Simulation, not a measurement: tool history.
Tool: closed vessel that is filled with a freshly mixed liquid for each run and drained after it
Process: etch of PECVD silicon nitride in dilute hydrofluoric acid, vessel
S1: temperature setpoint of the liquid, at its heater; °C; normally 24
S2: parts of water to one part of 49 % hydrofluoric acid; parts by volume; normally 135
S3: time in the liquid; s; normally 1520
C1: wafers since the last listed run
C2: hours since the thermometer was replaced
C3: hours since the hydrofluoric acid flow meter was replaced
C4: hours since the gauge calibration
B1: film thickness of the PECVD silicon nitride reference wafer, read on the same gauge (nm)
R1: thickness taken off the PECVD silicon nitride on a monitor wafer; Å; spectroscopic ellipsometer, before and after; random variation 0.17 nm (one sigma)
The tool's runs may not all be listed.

Run 1, hour 0: usual settings but S2 100 parts by volume; C1 0; C2 330.2; C3 699.7; C4 82.8; B1 30.44. Result: R1 266.6 Å.
Run 2, hour 234.1: usual settings but S2 100 parts by volume; C1 7754; C2 564.3; C3 933.8; C4 316.9; B1 31.06. Result: R1 273.1 Å.
Run 3, hour 320.9: usual settings but S2 100 parts by volume; C1 2875; C2 651.1; C3 1020.6; C4 403.7; B1 31.18. Result: R1 275.5 Å.
At hour 331.4: hydrofluoric acid flow meter replaced.
Run 4, hour 362.8: usual settings; C1 1354; C2 693; C3 31.4; C4 445.6; B1 31.28. Result: R1 206.6 Å.
Run 5, hour 417.7: usual settings; C1 1818; C2 747.9; C3 86.3; C4 500.5; B1 31.42. Result: R1 203.8 Å.
Run 6, hour 506.9: usual settings; C1 2954; C2 837.1; C3 175.5; C4 589.7; B1 31.58. Result: R1 202.1 Å.
Run 7, hour 556.4: usual settings but S3 955 s; C1 1639; C2 886.6; C3 225; C4 639.2; B1 31.69. Result: R1 129.2 Å.
Run 8, hour 594.7: usual settings but S3 1935 s; C1 1268; C2 924.9; C3 263.3; C4 677.5; B1 31.76. Result: R1 263.7 Å.
Run 9, hour 660.8: usual settings but S3 1935 s; C1 2189; C2 991; C3 329.4; C4 743.6; B1 31.86. Result: R1 264.8 Å.
Run 10, hour 754.2: usual settings but S1 22 °C; C1 3093; C2 1084.4; C3 422.8; C4 837; B1 31.97. Result: R1 180.4 Å.
Run 11, hour 795: usual settings; C1 1351; C2 1125.2; C3 463.6; C4 877.8; B1 32.05. Result: R1 212 Å.
Run 12, hour 900.4: usual settings but S2 200 parts by volume, S3 975 s; C1 3491; C2 1230.6; C3 569; C4 983.2; B1 32.16. Result: R1 89.6 Å.
Run 13, hour 1006.4: usual settings; C1 3511; C2 1336.6; C3 675; C4 1089.2; B1 32.28. Result: R1 209.2 Å.
Run 14, hour 1110: usual settings but S1 22 °C; C1 3431; C2 1440.2; C3 778.6; C4 1192.8; B1 32.37. Result: R1 186.2 Å.
Run 15, hour 1165.8: usual settings but S1 20 °C, S2 195 parts by volume, S3 780 s; C1 1848; C2 1496; C3 834.4; C4 1248.6; B1 32.44. Result: R1 58.3 Å.
Run 16, hour 1223.1: usual settings; C1 1898; C2 1553.3; C3 891.7; C4 1305.9; B1 32.45. Result: R1 211.5 Å.
Run 17, hour 1280.9: usual settings but S1 26.5 °C; C1 1914; C2 1611.1; C3 949.5; C4 1363.7; B1 32.5. Result: R1 248.9 Å.
At hour 1319.3: hydrofluoric acid flow meter replaced.
Run 18, hour 1375.3: usual settings but S1 22 °C, S2 85 parts by volume; C1 3093; C2 1705.5; C3 56; C4 1458.1; B1 32.66. Result: R1 295.9 Å.
Run 19, hour 1426.2: usual settings but S1 22 °C, S2 165 parts by volume, S3 1840 s; C1 1686; C2 1756.4; C3 106.9; C4 1509; B1 32.7. Result: R1 183.4 Å.
At hour 1434.5: thermometer replaced.
Run 20, hour 1466.6: usual settings; C1 1305; C2 32.1; C3 147.3; C4 1549.4; B1 32.72. Result: R1 210.6 Å.
Run 21, hour 1507.2: usual settings but S3 2125 s; C1 1344; C2 72.7; C3 187.9; C4 1590; B1 32.72. Result: R1 301 Å.
Run 22, hour 1587.8: usual settings but S2 160 parts by volume, S3 665 s; C1 2669; C2 153.3; C3 268.5; C4 1670.6; B1 32.8. Result: R1 77.7 Å.
Run 23, hour 1691.2: usual settings but S1 26 °C; C1 3425; C2 256.7; C3 371.9; C4 1774; B1 32.82. Result: R1 245.1 Å.
Run 24, hour 1767.1: usual settings; C1 2514; C2 332.6; C3 447.8; C4 1849.9; B1 32.89. Result: R1 213.3 Å.
Run 25, hour 1871.6: usual settings but S1 22 °C, S2 165 parts by volume, S3 1840 s; C1 3461; C2 437.1; C3 552.3; C4 1954.4; B1 32.93. Result: R1 189.6 Å.
Run 26, hour 1936.3: usual settings but S1 20.5 °C, S2 170 parts by volume; C1 2143; C2 501.8; C3 617; C4 2019.1; B1 32.95. Result: R1 135.9 Å.
Run 27, hour 1985.8: usual settings but S2 185 parts by volume; C1 1639; C2 551.3; C3 666.5; C4 2068.6; B1 33.01. Result: R1 158.9 Å.
Run 28, hour 2066.4: usual settings but S1 19.5 °C, S2 190 parts by volume, S3 1785 s; C1 2669; C2 631.9; C3 747.1; C4 2149.2; B1 33. Result: R1 133.8 Å.
Run 29, hour 2112.7: usual settings but S1 20 °C, S2 180 parts by volume; C1 1533; C2 678.2; C3 793.4; C4 2195.5; B1 32.98. Result: R1 124.3 Å.
Run 30, hour 2218.1: usual settings but S3 1935 s; C1 3491; C2 783.6; C3 898.8; C4 2300.9; B1 33.1. Result: R1 277.3 Å.
Run 31, hour 2315.7: usual settings; C1 3232; C2 881.2; C3 996.4; C4 2398.5; B1 33.13. Result: R1 216.5 Å.
Run 32, hour 2414.6: usual settings but S2 170 parts by volume, S3 1820 s; C1 3276; C2 980.1; C3 1095.3; C4 2497.4; B1 33.13. Result: R1 204.8 Å.

4 ways to go on from here, each from the tool as it stands after run 32. What would each give?
Run A, hour 2415.7: usual settings but S1 22.5 °C; C1 36; C2 981.2; C3 1096.4; C4 2498.5; B1 ?. Result: R1 ?.
Run B, hour 2415.7: usual settings but S1 28 °C; C1 36; C2 981.2; C3 1096.4; C4 2498.5; B1 ?. Result: R1 ?.
Run C, hour 2415.7: usual settings but S1 20 °C, S2 195 parts by volume; C1 36; C2 981.2; C3 1096.4; C4 2498.5; B1 ?. Result: R1 ?.
Run D, hour 2415.7: usual settings but S3 2245 s; C1 36; C2 981.2; C3 1096.4; C4 2498.5; B1 ?. Result: R1 ?.

run     B1     R1
  A  33.18  198.8
  B  33.18  283.1
  C  33.18  117.7
  D  33.18  323.9
What these runs would have given with no unlogged condition in the tool:
run     R1
  A  180.1
  B  256.4
  C  106.6
  D  293.3
